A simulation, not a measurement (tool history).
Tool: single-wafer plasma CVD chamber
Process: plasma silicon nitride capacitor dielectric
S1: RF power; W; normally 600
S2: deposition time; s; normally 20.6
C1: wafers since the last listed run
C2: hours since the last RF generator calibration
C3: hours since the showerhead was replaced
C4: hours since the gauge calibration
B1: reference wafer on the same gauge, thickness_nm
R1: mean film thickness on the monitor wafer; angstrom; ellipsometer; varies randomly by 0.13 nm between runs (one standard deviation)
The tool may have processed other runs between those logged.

run	hour	S1	S2	C1	C2	C3	C4	B1	R1
1	0	600	20.6	0	1718.6	3137	566.8	30.779	308.42
2	29	600	19.6	764	1747.6	3166	595.8	30.796	291.62
3	43.3	600	19.6	376	1761.9	3180.3	610.1	30.759	293.97
4	63	600	20.6	519	1781.6	3200	629.8	30.789	308.63
5	79.7	600	20.6	440	1798.3	3216.7	646.5	30.789	307.05
6	102.4	600	20.6	598	1821	3239.4	669.2	30.786	309.38
7	164	600	20.6	1623	1882.6	3301	730.8	30.781	308.41
8	189	600	20.6	658	1907.6	3326	755.8	30.787	308.54
9	216.3	600	20.6	719	1934.9	3353.3	783.1	30.841	309.1
10	315.4	600	20.6	2611	2034	3452.4	882.2	30.753	309.17
11	329.2	600	20.6	363	2047.8	3466.2	896	30.841	307.57
12	349.7	600	20.6	540	2068.3	3486.7	916.5	30.841	307.99
13	364.7	600	20.6	395	2083.3	3501.7	931.5	30.793	309.23
# hour 370.7: gauge calibrated
14	378.2	525	20.6	355	2096.8	3515.2	7.5	30.855	289.21
15	413.7	600	20.6	935	2132.3	3550.7	43	30.784	308.24
16	437.9	600	20.6	637	2156.5	3574.9	67.2	30.797	305.29
# hour 454.6: showerhead replaced, of another model than before
17	462.7	600	20.6	442	2181.3	8.1	92	30.787	302.17
18	485.7	600	20.6	606	2204.3	31.1	115	30.769	304.57
19	508	690	20.6	587	2226.6	53.4	137.3	30.764	326.67
20	522.4	690	20.6	379	2241	67.8	151.7	30.816	329.31
# hour 531.4: RF generator calibrated
21	625.7	640	20.6	2511	94.3	171.1	255	30.777	329.27
22	647.8	600	19.3	582	116.4	193.2	277.1	30.828	298.47
23	679.1	695	19.3	824	147.7	224.5	308.4	30.808	323.94
24	695.6	520	21.7	434	164.2	241	324.9	30.815	304.77
25	728.6	710	18	869	197.2	274	357.9	30.785	302.1
26	745.7	600	20.6	450	214.3	291.1	375	30.829	316.14
27	765.9	600	20.6	532	234.5	311.3	395.2	30.799	315.19
28	831.7	705	17.4	1734	300.3	377.1	461	30.77	290.68
29	859.8	600	17.6	740	328.4	405.2	489.1	30.829	267.62
30	878.3	500	20.6	487	346.9	423.7	507.6	30.833	278.06
31	892.4	600	20.6	371	361	437.8	521.7	30.745	313.87
32	919.5	600	19.5	714	388.1	464.9	548.8	30.777	295.06
33	953.6	600	20.6	898	422.2	499	582.9	30.787	313.55
34	969.2	635	19.4	411	437.8	514.6	598.5	30.778	304.3
35	995.5	600	20.6	693	464.1	540.9	624.8	30.803	312.65
36	1015.3	600	19	521	483.9	560.7	644.6	30.775	290.49
37	1036.8	555	22.7	566	505.4	582.2	666.1	30.801	327.86
38	1054.1	600	20.6	455	522.7	599.5	683.4	30.812	313.51
39	1078.4	655	18.2	640	547	623.8	707.7	30.818	288.19
40	1109.5	600	17.7	819	578.1	654.9	738.8	30.783	267.47
41	1128.4	600	20.6	498	597	673.8	757.7	30.836	309.74
42	1156.7	540	24.3	745	625.3	702.1	786	30.823	341.34
43	1183.8	550	20.6	714	652.4	729.2	813.1	30.853	293.98

Branching from run 43: 5 alternative next runs. What would each branch give?
A	1184.2	600	22.3	10	652.8	729.6	813.5	?	?
B	1184.2	600	23.4	10	652.8	729.6	813.5	?	?
C	1184.2	600	22.5	10	652.8	729.6	813.5	?	?
D	1184.2	555	17.7	10	652.8	729.6	813.5	?	?
E	1184.2	695	24.4	10	652.8	729.6	813.5	?	?

run	B1	R1
A	30.792	336.77
B	30.792	353.39
C	30.792	339.79
D	30.792	254.81
E	30.792	399.7
With no hidden state in the tool, these same runs would have given:
run	R1
A	348.28
B	365.46
C	351.4
D	263.52
E	413.36

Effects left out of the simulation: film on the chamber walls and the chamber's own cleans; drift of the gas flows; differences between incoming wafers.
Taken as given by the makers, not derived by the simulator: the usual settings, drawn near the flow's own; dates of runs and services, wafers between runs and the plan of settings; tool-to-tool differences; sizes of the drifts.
